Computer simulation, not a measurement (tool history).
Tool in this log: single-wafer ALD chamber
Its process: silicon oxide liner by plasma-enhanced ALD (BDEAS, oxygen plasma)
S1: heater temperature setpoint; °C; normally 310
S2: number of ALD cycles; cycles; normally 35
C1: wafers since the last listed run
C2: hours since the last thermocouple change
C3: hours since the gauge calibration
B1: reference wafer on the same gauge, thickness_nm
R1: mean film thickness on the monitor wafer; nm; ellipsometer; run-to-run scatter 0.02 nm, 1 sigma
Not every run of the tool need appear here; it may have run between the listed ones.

run    hour   S1  S2    C1      C2      C3     B1     R1
  1       0  310  35     0  1174.5  1709.7  3.661  3.712
  2    37.1  310  35   454  1211.6  1746.8  3.658  3.677
      277.2  -- thermocouple changed; heater temperature recalibrated
  3   295.7  310  35  3071    18.5  2005.4  3.642  3.618
  4   395.7  310  35  1225   118.5  2105.4  3.639  3.622
  5   457.1  310  35   752   179.9  2166.8  3.634  3.679
  6   525.4  310  35   837   248.2  2235.1   3.63  3.656
  7   604.3  320  35   967   327.1    2314  3.627  3.569
  8   700.9  320  35  1184   423.7  2410.6  3.617  3.586
  9   787.6  310  35  1062   510.4  2497.3  3.613   3.62
 10   833.3  310  35   560   556.1    2543  3.614  3.654
 11   903.1  310  35   855   625.9  2612.8  3.608  3.631
 12  1156.3  310  35  3103   879.1    2866  3.591  3.662
 13  1244.7  310  35  1083   967.5  2954.4  3.585   3.61
 14  1343.6  310  35  1212  1066.4  3053.3   3.58  3.623
 15  1384.3  319  35   498  1107.1    3094   3.58  3.583
 16  1458.5  310  31   909  1181.3  3168.2  3.572   3.15
     1499.3  -- thermocouple changed; heater temperature recalibrated
 17  1562.4  310  35  1175    63.1  3272.1  3.564  3.574
 18  1644.1  323  35  1001   144.8  3353.8  3.557  3.544
 19  1722.2  310  29   957   222.9  3431.9  3.555  2.974
     1774.9  -- gauge calibrated
 20    1829  315  38  1309   329.7    54.1  3.748  4.064
 21  1900.3  310  35   874     401   125.4  3.742  3.738
 22    1963  320  38   768   463.7   188.1  3.742  4.057
 23  2032.9  321  29   856   533.6     258  3.737  3.085
 24  2081.8  322  40   599   582.5   306.9  3.733  4.258
 25  2183.3  320  42  1244     684   408.4  3.729  4.413
 26    2263  298  40   976   763.7   488.1  3.722  4.368
 27  2365.1  322  38  1251   865.8   590.2  3.713  3.995
 28  2537.2  304  40  2109  1037.9   762.3  3.706  4.262
 29  2588.5  300  30   628  1089.2   813.6    3.7  3.221
 30  2689.6  304  35  1239  1190.3   914.7  3.694  3.751
     2773.5  -- thermocouple changed; heater temperature recalibrated
 31  2780.5  310  35  1016       7  1005.6  3.687  3.711
 32  2837.6  310  35   699    64.1  1062.7  3.684  3.673

A few steps of R1 between consecutive runs. Split each: what settings, incoming material and random variation would produce without the hidden state, and what is left over for the hidden state, along with gauge scatter present in only one of the two compared results (measured, and without hidden state):
The tool's hidden condition here consists of: wafer temperature above the value expected at the setpoint (K); gauge reads high (%).
Run 16 -> 17: S2 31 -> 35, thermocouple changed; heater temperature recalibrated. R1 +0.424 nm: hidden state -0.028, all else +0.452.
Run 18 -> 19: S1 323 -> 310, S2 35 -> 29. R1 -0.57 nm: hidden state +0.026, all else -0.596.
Run 19 -> 20: S1 310 -> 315, S2 29 -> 38, gauge calibrated. R1 +1.09 nm: hidden state +0.162, all else +0.928.
Run 23 -> 24: S1 321 -> 322, S2 29 -> 40. R1 +1.173 nm: hidden state -0.008, all else +1.181.
Run 28 -> 29: S1 304 -> 300, S2 40 -> 30. R1 -1.041 nm: hidden state +0.009, all else -1.05.
